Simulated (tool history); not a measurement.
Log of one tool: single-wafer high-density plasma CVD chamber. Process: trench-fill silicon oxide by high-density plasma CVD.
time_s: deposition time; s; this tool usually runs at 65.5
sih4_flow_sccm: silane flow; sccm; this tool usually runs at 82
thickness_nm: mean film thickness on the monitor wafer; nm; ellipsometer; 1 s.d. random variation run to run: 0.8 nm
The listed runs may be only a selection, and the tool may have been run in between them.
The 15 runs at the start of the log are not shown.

run	hour	time_s	sih4_flow_sccm	read-back reference wafer on the same gauge, thickness_nm	thickness_nm
# hour 149.7: gauge calibrated
16	155.4	65.5	82	470.055	560.847
17	163.6	53.8	82	469.920	461.286
18	181.1	54.1	82	469.953	463.506
19	197.9	56.6	67	469.961	395.259
20	209.2	54.1	82	469.793	462.820
21	224.7	56.6	67	470.004	395.047
22	235.6	65.5	82	469.728	561.278
# hour 253.4: silane flow controller replaced
23	253.9	55.9	82	470.130	453.153
24	260.7	65.5	82	470.195	531.668
25	270.0	61.3	82	469.857	497.613
26	285.4	77.1	66	470.078	504.637
27	294.5	65.5	82	470.155	531.805

Run 28, settings as shown, results not yet in. Your forecast:
28	303.0	58.0	91	?	?

read-back reference wafer on the same gauge, thickness_nm: 469.868
thickness_nm: 524.096 nm
Minus the tool's unlogged condition, the same run would have read thickness_nm 523.865 nm.

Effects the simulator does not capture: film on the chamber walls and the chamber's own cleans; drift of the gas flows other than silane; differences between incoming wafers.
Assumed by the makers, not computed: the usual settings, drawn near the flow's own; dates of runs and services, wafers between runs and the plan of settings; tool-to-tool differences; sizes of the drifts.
